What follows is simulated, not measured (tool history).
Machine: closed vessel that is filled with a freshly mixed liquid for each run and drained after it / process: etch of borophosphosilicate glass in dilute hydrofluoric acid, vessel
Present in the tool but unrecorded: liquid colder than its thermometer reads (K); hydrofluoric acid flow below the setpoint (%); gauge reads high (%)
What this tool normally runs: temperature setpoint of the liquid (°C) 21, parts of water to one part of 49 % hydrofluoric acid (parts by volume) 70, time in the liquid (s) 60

run	hour	temperature setpoint of the liquid (°C)	parts of water to one part of 49 % hydrofluoric acid (parts by volume)	time in the liquid (s)	wafers since the last listed run	hours since the thermometer was replaced	hours since the hydrofluoric acid flow meter was replaced	hours since the gauge calibration	read-back film thickness of the borophosphosilicate glass reference wafer, read on the same gauge (nm)	thickness taken off the borophosphosilicate glass on a monitor wafer (Å)
1	0	19.5	70	60	0	2973.1	1276.9	633.1	40.01	304.3
2	7.1	21	70	60	656	2980.2	1284	640.2	40.02	326
# hour 42: hydrofluoric acid flow meter replaced
3	42.5	21	70	60	3180	3015.6	0.5	675.6	40	300.2
4	57.2	21	70	60	1359	3030.3	15.2	690.3	40.03	299.6
5	70.7	21	70	60	1248	3043.8	28.7	703.8	39.99	300.5
6	76.8	21	85	80	564	3049.9	34.8	709.9	40	321.3
7	83.9	21	85	80	656	3057	41.9	717	40.02	321.6
8	97.2	24.5	90	50	1229	3070.3	55.2	730.3	39.99	215.1
9	106.1	17.5	100	70	822	3079.2	64.1	739.2	40.01	203.5
10	112.4	21	95	95	582	3085.5	70.4	745.5	40.02	331.3
11	126.6	21	50	30	1312	3099.7	84.6	759.7	40	212
# hour 128.6: hydrofluoric acid flow meter replaced, repeated, since the last time left the tool worse
12	132.9	21	70	60	490	3106	4.3	766	40.03	355
# hour 137.3: thermometer replaced
13	144.4	24.5	55	30	970	7.1	15.8	777.5	39.99	263
# hour 145.6: gauge calibrated
14	161.4	21	70	50	1571	24.1	32.8	15.8	40	293.6
15	175.2	17	70	60	1276	37.9	46.6	29.6	39.98	296.7
16	186.6	21	70	60	1054	49.3	58	41	39.99	357.6
17	196.5	17	40	80	915	59.2	67.9	50.9	39.99	702.8
18	210.8	21	70	60	1322	73.5	82.2	65.2	39.98	351.5
19	258.6	23.5	100	95	4419	121.3	130	113	40.02	417.4
20	267.4	17.5	70	60	813	130.1	138.8	121.8	40.01	301.7
21	276.9	21	50	75	878	139.6	148.3	131.3	40.01	622.1
22	292.7	25.5	55	60	1460	155.4	164.1	147.1	40.02	537.2
23	304.1	25.5	70	85	1054	166.8	175.5	158.5	40	592.4
24	315.9	23.5	70	60	1091	178.6	187.3	170.3	40.01	391.5
25	330.7	17	90	60	1368	193.4	202.1	185.1	39.99	221.2
26	342.4	22.5	35	40	1081	205.1	213.8	196.8	40.01	517.2
27	357.6	19	55	85	1405	220.3	229	212	39.99	586.5
28	372.7	21	70	70	1396	235.4	244.1	227.1	39.99	408.9
29	389.3	17	80	30	1534	252	260.7	243.7	40	128.6
30	404.4	21	70	60	1396	267.1	275.8	258.8	39.98	351.7
31	415.7	22.5	70	85	1044	278.4	287.1	270.1	39.98	520.4
32	427.1	21	70	60	1054	289.8	298.5	281.5	39.99	348.9

4 options for the next run, each taken on its own from the tool as it stands now. Forecast them:
A	427.8	21	70	60	64	290.5	299.2	282.2	?	?
B	427.8	22.5	70	95	64	290.5	299.2	282.2	?	?
C	427.8	17	100	85	64	290.5	299.2	282.2	?	?
D	427.8	17.5	70	90	64	290.5	299.2	282.2	?	?

run	read-back film thickness of the borophosphosilicate glass reference wafer, read on the same gauge (nm)	thickness taken off the borophosphosilicate glass on a monitor wafer (Å)
A	40	350.4
B	40	590.3
C	40	284.1
D	40	453.6
Without the tool's hidden state the same runs would have given:
run	thickness taken off the borophosphosilicate glass on a monitor wafer (Å)
A	360.1
B	606.5
C	292.1
D	466
